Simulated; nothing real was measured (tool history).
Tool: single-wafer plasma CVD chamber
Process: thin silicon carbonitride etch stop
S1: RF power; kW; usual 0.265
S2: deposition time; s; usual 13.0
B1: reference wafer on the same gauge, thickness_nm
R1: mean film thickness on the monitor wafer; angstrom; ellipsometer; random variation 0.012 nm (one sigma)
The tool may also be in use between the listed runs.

run 1 day=0.000 | S1=0.250 S2=13.0 | B1=7.911 | R1=78.84
run 2 day=2.521 | S1=0.265 S2=12.2 | B1=7.912 | R1=74.53
run 3 day=5.483 | S1=0.265 S2=12.2 | B1=7.911 | R1=74.52
run 4 day=7.004 | S1=0.265 S2=12.2 | B1=7.909 | R1=74.49
run 5 day=12.454 | S1=0.265 S2=13.0 | B1=7.907 | R1=79.17
run 6 day=15.225 | S1=0.265 S2=13.0 | B1=7.910 | R1=79.24
run 7 day=17.258 | S1=0.280 S2=13.0 | B1=7.908 | R1=80.00
run 8 day=21.025 | S1=0.280 S2=13.0 | B1=7.911 | R1=79.66
-- day=21.725 RF generator calibrated
run 9 day=24.562 | S1=0.265 S2=13.0 | B1=7.906 | R1=79.91
run 10 day=27.396 | S1=0.265 S2=13.0 | B1=7.912 | R1=79.66
-- day=30.042 thermocouple changed; heater temperature recalibrated
run 11 day=37.192 | S1=0.265 S2=13.0 | B1=7.913 | R1=79.39
run 12 day=38.929 | S1=0.225 S2=12.1 | B1=7.913 | R1=72.50
-- day=43.254 showerhead replaced
run 13 day=43.275 | S1=0.215 S2=14.5 | B1=7.909 | R1=86.15
-- day=46.225 gauge calibrated
run 14 day=47.529 | S1=0.295 S2=13.0 | B1=7.915 | R1=80.67
run 15 day=49.888 | S1=0.220 S2=13.0 | B1=7.908 | R1=77.06
run 16 day=54.125 | S1=0.285 S2=13.7 | B1=7.914 | R1=84.39
run 17 day=55.988 | S1=0.300 S2=14.1 | B1=7.910 | R1=87.50
-- day=58.658 RF generator calibrated
run 18 day=58.683 | S1=0.265 S2=10.6 | B1=7.907 | R1=64.99
run 19 day=62.842 | S1=0.265 S2=13.0 | B1=7.908 | R1=79.82
run 20 day=65.842 | S1=0.280 S2=11.1 | B1=7.911 | R1=68.49

Forecast each of these 4 alternatives for the next run:
run A day=65.858 | S1=0.265 S2=13.0 | B1=? | R1=?
run B day=65.858 | S1=0.235 S2=15.4 | B1=? | R1=?
run C day=65.858 | S1=0.225 S2=14.9 | B1=? | R1=?
run D day=65.858 | S1=0.265 S2=14.2 | B1=? | R1=?

run=A B1=7.908 R1=79.68
run=B B1=7.908 R1=92.75
run=C B1=7.908 R1=89.20
run=D B1=7.908 R1=87.03
Without the tool's hidden state the same runs would have given:
run=A R1=79.79
run=B R1=92.88
run=C R1=89.32
run=D R1=87.15
